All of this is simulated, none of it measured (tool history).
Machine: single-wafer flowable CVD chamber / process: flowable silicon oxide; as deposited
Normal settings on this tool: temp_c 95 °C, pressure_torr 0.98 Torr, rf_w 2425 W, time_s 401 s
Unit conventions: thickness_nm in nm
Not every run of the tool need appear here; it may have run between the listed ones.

run    hour  temp_c  pressure_torr  rf_w  time_s  read-back reference wafer on the same gauge, thickness_nm  thickness_nm
  1       0      95           0.98  2425     401                                                    311.837       366.569
  2    43.9      95           0.98  2425     401                                                    312.124       367.396
  3    89.4      95           0.98  2425     401                                                    312.236       363.628
  4   178.1      95           0.98  2665     401                                                    311.817       371.653
  5   270.9      95           0.98  2665     401                                                    312.165       368.992
  6   361.8      95           0.98  2065     401                                                    312.124       351.647
  7   407.5      95           0.98  2065     401                                                    311.946       353.983
  8     452      95           0.98  2065     401                                                    312.125       353.382
      495.5  -- capacitance manometer re-zeroed and calibrated
  9   517.5      95           0.98  2425     461                                                    311.946       418.588
 10   594.4      95           0.98  2425     461                                                    312.144       417.836
 11   639.2      95           0.98  2540     401                                                    311.894       367.833
 12   689.3      95           0.98  2425     401                                                    312.101       364.516
      711.7  -- thermocouple changed; heater temperature recalibrated
 13   783.7      95           0.98  2425     401                                                    311.999       362.693
 14   858.3      95          1.187  2140     365                                                    311.801       369.313
 15   906.8      81          0.763  2425     446                                                     311.92       499.484
      951.4  -- RF generator calibrated
 16   991.1      95           0.98  2425     401                                                    312.152       367.733
     1061.3  -- gauge calibrated
 17  1065.7     106          1.162  1945     401                                                    312.062       287.709
 18    1168      91          0.901  2695     363                                                    311.957       357.886

Forecast run 19:
 19  1242.8      95          0.834  2170     401                                                          ?             ?

Logged for run 19: read-back reference wafer on the same gauge, thickness_nm 312.107, thickness_nm 321.22 nm.
Minus the tool's unlogged condition, the same run would have read thickness_nm 321.761 nm.
